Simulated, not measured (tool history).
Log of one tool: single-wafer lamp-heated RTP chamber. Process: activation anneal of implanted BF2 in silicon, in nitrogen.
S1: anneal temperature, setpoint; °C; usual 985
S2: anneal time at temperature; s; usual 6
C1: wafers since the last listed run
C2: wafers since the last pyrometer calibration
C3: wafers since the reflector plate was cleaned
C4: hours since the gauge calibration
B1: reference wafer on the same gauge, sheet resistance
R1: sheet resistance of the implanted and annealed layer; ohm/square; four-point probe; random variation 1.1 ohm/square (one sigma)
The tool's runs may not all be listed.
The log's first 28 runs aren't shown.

Run 29, hour 2692.7: usual settings; C1 965; C2 8882; C3 13601; C4 1068.5; B1 337.82. Result: R1 343.34 ohm/square.
At hour 2742.7: reflector plate cleaned.
Run 30, hour 2780: usual settings but S1 996 °C, S2 9 s; C1 1562; C2 10444; C3 734; C4 1155.8; B1 338.31. Result: R1 294.32 ohm/square.
Run 31, hour 2827.7: usual settings; C1 939; C2 11384; C3 1674; C4 1203.5; B1 338.06. Result: R1 339.56 ohm/square.
Run 32, hour 2881: usual settings but S1 994 °C, S2 7 s; C1 1050; C2 12434; C3 2725; C4 1256.8; B1 337.89. Result: R1 312.19 ohm/square.
At hour 2934.9: pyrometer window cleaned and pyrometer calibrated.
Run 33, hour 2972.9: usual settings; C1 1653; C2 748; C3 4378; C4 1348.7; B1 337.58. Result: R1 343.75 ohm/square.
Run 34, hour 3013.4: usual settings but S1 971 °C, S2 8 s; C1 798; C2 1546; C3 5176; C4 1389.2; B1 337.77. Result: R1 369.65 ohm/square.
Run 35, hour 3068.8: usual settings; C1 1091; C2 2637; C3 6268; C4 1444.6; B1 337.88. Result: R1 342.71 ohm/square.
Run 36, hour 3105.5: usual settings but S1 977 °C; C1 723; C2 3361; C3 6991; C4 1481.3; B1 338.31. Result: R1 362.95 ohm/square.

Forecast each of these 4 alternatives for the next run:
Run A, hour 3105.9: usual settings; C1 7; C2 3369; C3 6999; C4 1481.7; B1 ?. Result: R1 ?.
Run B, hour 3105.9: usual settings but S1 1004 °C, S2 5 s; C1 7; C2 3369; C3 6999; C4 1481.7; B1 ?. Result: R1 ?.
Run C, hour 3105.9: usual settings but S1 970 °C; C1 7; C2 3369; C3 6999; C4 1481.7; B1 ?. Result: R1 ?.
Run D, hour 3105.9: usual settings but S1 962 °C; C1 7; C2 3369; C3 6999; C4 1481.7; B1 ?. Result: R1 ?.

run      B1      R1
  A  337.88  344.15
  B  337.88  307.45
  C  337.88  383.02
  D  337.88  404.83
Without the tool's hidden state the same runs would have given:
run      R1
  A  347.93
  B  310.84
  C  387.09
  D  409.02
